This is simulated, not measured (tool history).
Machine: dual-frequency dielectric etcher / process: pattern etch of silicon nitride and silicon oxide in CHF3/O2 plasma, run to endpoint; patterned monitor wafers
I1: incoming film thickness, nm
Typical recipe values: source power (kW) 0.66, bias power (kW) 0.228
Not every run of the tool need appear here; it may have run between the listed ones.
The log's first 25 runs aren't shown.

Run 26, hour 1139.4: usual settings but source power (kW) 0.59, bias power (kW) 0.191; I1 253.9. Result: endpoint time (s) 163.9.
At hour 1192.9: wet clean of the chamber.
Run 27, hour 1193.4: usual settings; I1 251.8. Result: endpoint time (s) 154.1.
Run 28, hour 1260.7: usual settings but source power (kW) 0.54, bias power (kW) 0.253; I1 254.6. Result: endpoint time (s) 152.1.
Run 29, hour 1302.1: usual settings but source power (kW) 0.71, bias power (kW) 0.184; I1 252.5. Result: endpoint time (s) 163.9.
Run 30, hour 1335.4: usual settings; I1 254. Result: endpoint time (s) 152.6.
Run 31, hour 1375.9: usual settings but source power (kW) 0.57, bias power (kW) 0.211; I1 252.5. Result: endpoint time (s) 159.8.
Run 32, hour 1406.3: usual settings but source power (kW) 0.79, bias power (kW) 0.256; I1 252.7. Result: endpoint time (s) 137.4.
Run 33, hour 1453.8: usual settings but source power (kW) 0.53; I1 252.3. Result: endpoint time (s) 153.9.
Run 34, hour 1507: usual settings but source power (kW) 0.71, bias power (kW) 0.177; I1 253.7. Result: endpoint time (s) 159.4.

What if the next run were any one of these 5? Each begins from the tool's condition after run 34:
Run A, hour 1507.5: usual settings but bias power (kW) 0.183; I1 252.1. Result: endpoint time (s) ?.
Run B, hour 1507.5: usual settings but source power (kW) 0.51, bias power (kW) 0.257; I1 252.1. Result: endpoint time (s) ?.
Run C, hour 1507.5: usual settings but source power (kW) 0.8, bias power (kW) 0.263; I1 252.1. Result: endpoint time (s) ?.
Run D, hour 1507.5: usual settings but source power (kW) 0.56, bias power (kW) 0.244; I1 252.1. Result: endpoint time (s) ?.
Run E, hour 1507.5: usual settings but bias power (kW) 0.2; I1 252.1. Result: endpoint time (s) ?.

run  endpoint time (s)
  A                159
  B              146.2
  C              132.2
  D              146.7
  E              153.6
With no hidden state in the tool, these same runs would have given:
run  endpoint time (s)
  A              166.4
  B                153
  C              138.3
  D              153.6
  E              160.7
